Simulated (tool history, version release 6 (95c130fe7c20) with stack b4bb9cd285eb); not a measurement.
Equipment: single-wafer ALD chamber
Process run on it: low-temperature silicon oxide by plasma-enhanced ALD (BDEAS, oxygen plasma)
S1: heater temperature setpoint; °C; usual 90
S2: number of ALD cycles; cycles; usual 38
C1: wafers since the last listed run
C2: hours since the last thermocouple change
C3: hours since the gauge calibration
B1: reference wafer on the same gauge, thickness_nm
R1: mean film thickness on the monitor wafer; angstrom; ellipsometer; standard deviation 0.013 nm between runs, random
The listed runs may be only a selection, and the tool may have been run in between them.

run   hour   S1  S2   C1      C2     C3     B1     R1
  1    0.0   90  38    0  1415.5  165.1  6.291  54.35
  2   17.7   90  38  141  1433.2  182.8  6.289  54.45
  3   29.1   90  38   90  1444.6  194.2  6.288  54.45
  4   53.2   90  38  192  1468.7  218.3  6.288  54.25
  5   63.5   90  38   82  1479.0  228.6  6.289  54.34
  6   75.1   90  38   92  1490.6  240.2  6.289  54.36
  7   81.9  100  38   54  1497.4  247.0  6.294  52.22
  8   92.8  100  38   86  1508.3  257.9  6.290  52.40
  9  101.8   90  38   71  1517.3  266.9  6.284  54.38
 10  110.8   90  38   71  1526.3  275.9  6.293  54.38
 11  126.0   90  38  121  1541.5  291.1  6.288  54.40
 12  133.4   90  38   59  1548.9  298.5  6.293  54.34
 13  143.3   90  38   78  1558.8  308.4  6.290  54.51
 14  152.7   90  38   75  1568.2  317.8  6.286  54.41
 15  169.3   90  38  132  1584.8  334.4  6.289  54.20
 16  184.7   90  38  122  1600.2  349.8  6.289  54.29
 17  192.9   85  38   65  1608.4  358.0  6.290  55.55
 18  201.6   90  38   69  1617.1  366.7  6.291  54.28
 19  215.8   90  38  113  1631.3  380.9  6.286  54.53
 20  230.1   90  38  114  1645.6  395.2  6.292  54.21
 21  237.5   90  38   59  1653.0  402.6  6.290  54.61
     257.2  -- thermocouple changed; heater temperature recalibrated
 22  257.7   90  38   97     0.5  422.8  6.286  53.67
 23  258.5   90  38    6     1.3  423.6  6.290  53.55
 24  274.5  100  33  127    17.3  439.6  6.289  44.46
 25  287.5   90  44  103    30.3  452.6  6.289  62.18
 26  303.3  101  35  126    46.1  468.4  6.292  47.37
 27  321.0   95  41  141    63.8  486.1  6.293  56.46
 28  332.2   90  38   89    75.0  497.3  6.287  53.63
 29  344.7   78  38   99    87.5  509.8  6.290  56.07
 30  389.2   90  38  355   132.0  554.3  6.290  53.98
 31  398.2   90  31   71   141.0  563.3  6.291  43.87
 32  411.0   79  43  102   153.8  576.1  6.291  63.53
 33  421.3   90  38   82   164.1  586.4  6.291  53.71
 34  432.5   90  38   89   175.3  597.6  6.291  53.76
     446.0  -- gauge calibrated
 35  446.3   77  34  110   189.1    0.3  6.288  50.62
 36  461.2   84  41  118   204.0   15.2  6.289  59.36
 37  468.7   82  38   59   211.5   22.7  6.289  55.51
 38  482.8   90  38  112   225.6   36.8  6.287  54.13
 39  500.4   90  35  140   243.2   54.4  6.293  49.73
 40  515.9   85  31  123   258.7   69.9  6.291  44.80
 41  533.8   81  35  142   276.6   87.8  6.288  51.60
 42  550.1  100  36  130   292.9  104.1  6.292  49.11
 43  556.8   98  41   53   299.6  110.8  6.288  56.27
 44  572.8  104  33  127   315.6  126.8  6.295  44.47
 45  584.6   90  38   94   327.4  138.6  6.288  54.21
 46  597.8  103  45  105   340.6  151.8  6.288  60.95
 47  606.7   90  38   71   349.5  160.7  6.291  54.07

Forecast each of these 4 alternatives for the next run:
  A  607.2   98  38   3  350.0  161.2   ?   ?
  B  607.2   83  33   3  350.0  161.2   ?   ?
  C  607.2   76  41   3  350.0  161.2   ?   ?
  D  607.2  103  32   3  350.0  161.2   ?   ?

run     B1     R1
  A  6.293  52.29
  B  6.293  48.16
  C  6.293  61.43
  D  6.293  43.21
Stripped of hidden state, with their random variation kept, the same runs would have yielded:
run     R1
  A  51.56
  B  47.53
  C  60.65
  D  42.90
